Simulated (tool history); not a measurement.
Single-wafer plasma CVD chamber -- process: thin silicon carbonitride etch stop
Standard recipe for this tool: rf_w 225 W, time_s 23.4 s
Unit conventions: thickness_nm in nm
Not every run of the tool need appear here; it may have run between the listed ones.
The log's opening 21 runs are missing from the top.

| run | hour | rf_w | time_s | wafers since the last listed run | hours since the last thermocouple change | hours since the last RF generator calibration | hours since the showerhead was replaced | hours since the gauge calibration | read-back reference wafer on the same gauge, thickness_nm | thickness_nm |
|---|---|---|---|---|---|---|---|---|---|---|
| 22 | 2084.1 | 240 | 20.2 | 1216 | 691.4 | 618.7 | 1012.5 | 481.3 | 15.904 | 13.05 |
| 23 | 2122.5 | 245 | 19.7 | 1027 | 729.8 | 657.1 | 1050.9 | 519.7 | 15.902 | 12.87 |
| 24 | 2401.7 | 225 | 22 | 7467 | 1009 | 936.3 | 1330.1 | 798.9 | 15.897 | 13.89 |
| 25 | 2442.2 | 200 | 27.3 | 1083 | 1049.5 | 976.8 | 1370.6 | 839.4 | 15.899 | 16.445 |
| 26 | 2524.9 | 265 | 20.6 | 2211 | 1132.2 | 1059.5 | 1453.3 | 922.1 | 15.898 | 13.827 |
|  | 2609.5 | thermocouple changed; heater temperature recalibrated |
| 27 | 2610 | 225 | 23.4 | 2062 | 0.5 | 1144.6 | 1538.4 | 1007.2 | 15.894 | 14.753 |
|  | 2632.8 | RF generator calibrated |
| 28 | 2683.7 | 210 | 21.2 | 1757 | 74.2 | 50.9 | 1612.1 | 1080.9 | 15.893 | 13.044 |
| 29 | 2725.2 | 215 | 28 | 1109 | 115.7 | 92.4 | 1653.6 | 1122.4 | 15.905 | 17.353 |
| 30 | 2798.4 | 255 | 23.4 | 1957 | 188.9 | 165.6 | 1726.8 | 1195.6 | 15.899 | 15.506 |
| 31 | 2856.2 | 250 | 27.7 | 1545 | 246.7 | 223.4 | 1784.6 | 1253.4 | 15.905 | 18.179 |
| 32 | 2913.4 | 255 | 27.5 | 1529 | 303.9 | 280.6 | 1841.8 | 1310.6 | 15.905 | 18.124 |
| 33 | 2993.1 | 225 | 23.4 | 2131 | 383.6 | 360.3 | 1921.5 | 1390.3 | 15.888 | 14.764 |
| 34 | 3092.6 | 185 | 19.6 | 2661 | 483.1 | 459.8 | 2021 | 1489.8 | 15.906 | 11.468 |

What if the next run were any one of these 3? Each begins from the tool's condition after run 34:
| A | 3093 | 225 | 23.4 | 10 | 483.5 | 460.2 | 2021.4 | 1490.2 | ? | ? |
| B | 3093 | 245 | 27.7 | 10 | 483.5 | 460.2 | 2021.4 | 1490.2 | ? | ? |
| C | 3093 | 265 | 19.2 | 10 | 483.5 | 460.2 | 2021.4 | 1490.2 | ? | ? |

| run | read-back reference wafer on the same gauge, thickness_nm | thickness_nm |
|---|---|---|
| A | 15.901 | 14.74 |
| B | 15.901 | 18.02 |
| C | 15.901 | 12.859 |
The same runs, with their run-to-run variation unchanged, on a tool lacking any hidden condition would have given:
| run | thickness_nm |
|---|---|
| A | 14.74 |
| B | 18.02 |
| C | 12.859 |
